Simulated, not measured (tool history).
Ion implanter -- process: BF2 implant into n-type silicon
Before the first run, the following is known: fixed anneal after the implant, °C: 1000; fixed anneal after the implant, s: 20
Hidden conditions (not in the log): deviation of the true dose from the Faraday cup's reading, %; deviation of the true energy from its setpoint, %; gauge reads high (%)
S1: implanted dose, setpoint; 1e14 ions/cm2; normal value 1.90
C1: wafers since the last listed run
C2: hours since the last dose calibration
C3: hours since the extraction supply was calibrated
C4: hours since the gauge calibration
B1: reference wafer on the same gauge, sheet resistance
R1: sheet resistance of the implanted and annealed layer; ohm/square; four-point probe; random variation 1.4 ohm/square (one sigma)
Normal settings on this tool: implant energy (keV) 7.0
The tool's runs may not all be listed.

run 1 hour=0.0 | S1=1.90 implant_energy_(keV)=9.0 | C1=0 C2=2070.5 C3=2194.9 C4=751.3 | B1=528.08 | R1=585.28
run 2 hour=26.6 | S1=1.90 implant_energy_(keV)=7.0 | C1=825 C2=2097.1 C3=2221.5 C4=777.9 | B1=527.96 | R1=619.90
run 3 hour=62.0 | S1=1.90 implant_energy_(keV)=7.0 | C1=1098 C2=2132.5 C3=2256.9 C4=813.3 | B1=528.22 | R1=619.02
run 4 hour=114.6 | S1=2.07 implant_energy_(keV)=7.0 | C1=1631 C2=2185.1 C3=2309.5 C4=865.9 | B1=528.35 | R1=585.28
run 5 hour=236.6 | S1=2.07 implant_energy_(keV)=7.0 | C1=3784 C2=2307.1 C3=2431.5 C4=987.9 | B1=528.38 | R1=580.70
run 6 hour=290.8 | S1=2.07 implant_energy_(keV)=7.0 | C1=1681 C2=2361.3 C3=2485.7 C4=1042.1 | B1=528.12 | R1=582.19
run 7 hour=427.2 | S1=1.90 implant_energy_(keV)=5.5 | C1=4230 C2=2497.7 C3=2622.1 C4=1178.5 | B1=528.06 | R1=663.87
run 8 hour=469.6 | S1=1.90 implant_energy_(keV)=5.5 | C1=1315 C2=2540.1 C3=2664.5 C4=1220.9 | B1=527.97 | R1=663.92
run 9 hour=536.2 | S1=1.90 implant_energy_(keV)=5.5 | C1=2065 C2=2606.7 C3=2731.1 C4=1287.5 | B1=527.61 | R1=663.30
run 10 hour=572.5 | S1=1.90 implant_energy_(keV)=7.0 | C1=1125 C2=2643.0 C3=2767.4 C4=1323.8 | B1=528.28 | R1=619.03
run 11 hour=602.3 | S1=1.90 implant_energy_(keV)=7.0 | C1=924 C2=2672.8 C3=2797.2 C4=1353.6 | B1=527.92 | R1=620.92
run 12 hour=641.9 | S1=1.90 implant_energy_(keV)=7.0 | C1=1228 C2=2712.4 C3=2836.8 C4=1393.2 | B1=528.22 | R1=618.22
-- hour=642.5 gauge calibrated
-- hour=658.1 Faraday cup replaced and dose calibrated
run 13 hour=670.1 | S1=1.66 implant_energy_(keV)=7.0 | C1=626 C2=12.0 C3=2865.0 C4=27.6 | B1=527.73 | R1=703.47
run 14 hour=696.0 | S1=2.42 implant_energy_(keV)=5.0 | C1=803 C2=37.9 C3=2890.9 C4=53.5 | B1=528.49 | R1=601.66
run 15 hour=766.8 | S1=1.90 implant_energy_(keV)=7.0 | C1=2196 C2=108.7 C3=2961.7 C4=124.3 | B1=528.03 | R1=636.32
run 16 hour=794.0 | S1=1.90 implant_energy_(keV)=7.0 | C1=843 C2=135.9 C3=2988.9 C4=151.5 | B1=527.87 | R1=635.29
-- hour=803.1 extraction supply calibrated
run 17 hour=846.7 | S1=1.68 implant_energy_(keV)=8.0 | C1=1386 C2=188.6 C3=43.6 C4=204.2 | B1=528.06 | R1=677.30
run 18 hour=873.1 | S1=1.37 implant_energy_(keV)=8.0 | C1=818 C2=215.0 C3=70.0 C4=230.6 | B1=528.06 | R1=795.28
run 19 hour=902.9 | S1=1.63 implant_energy_(keV)=5.0 | C1=924 C2=244.8 C3=99.8 C4=260.4 | B1=527.72 | R1=770.03
run 20 hour=934.9 | S1=2.12 implant_energy_(keV)=8.0 | C1=992 C2=276.8 C3=131.8 C4=292.4 | B1=528.03 | R1=564.94
run 21 hour=1073.7 | S1=1.90 implant_energy_(keV)=7.0 | C1=4305 C2=415.6 C3=270.6 C4=431.2 | B1=528.01 | R1=630.94
run 22 hour=1109.6 | S1=1.90 implant_energy_(keV)=5.0 | C1=1113 C2=451.5 C3=306.5 C4=467.1 | B1=527.76 | R1=695.63
run 23 hour=1160.4 | S1=2.07 implant_energy_(keV)=9.0 | C1=1575 C2=502.3 C3=357.3 C4=517.9 | B1=527.69 | R1=556.48
run 24 hour=1225.7 | S1=1.90 implant_energy_(keV)=7.0 | C1=2025 C2=567.6 C3=422.6 C4=583.2 | B1=527.76 | R1=629.28

Branching from run 24: 3 alternative next runs. What would each branch give?
run A hour=1226.1 | S1=1.90 implant_energy_(keV)=8.5 | C1=12 C2=568.0 C3=423.0 C4=583.6 | B1=? | R1=?
run B hour=1226.1 | S1=2.21 implant_energy_(keV)=8.5 | C1=12 C2=568.0 C3=423.0 C4=583.6 | B1=? | R1=?
run C hour=1226.1 | S1=2.44 implant_energy_(keV)=7.0 | C1=12 C2=568.0 C3=423.0 C4=583.6 | B1=? | R1=?

run=A B1=527.99 R1=604.14
run=B B1=527.99 R1=537.64
run=C B1=527.99 R1=528.08
Without the tool's unlogged condition, the same runs would have read:
run=A R1=610.68
run=B R1=543.23
run=C R1=533.11

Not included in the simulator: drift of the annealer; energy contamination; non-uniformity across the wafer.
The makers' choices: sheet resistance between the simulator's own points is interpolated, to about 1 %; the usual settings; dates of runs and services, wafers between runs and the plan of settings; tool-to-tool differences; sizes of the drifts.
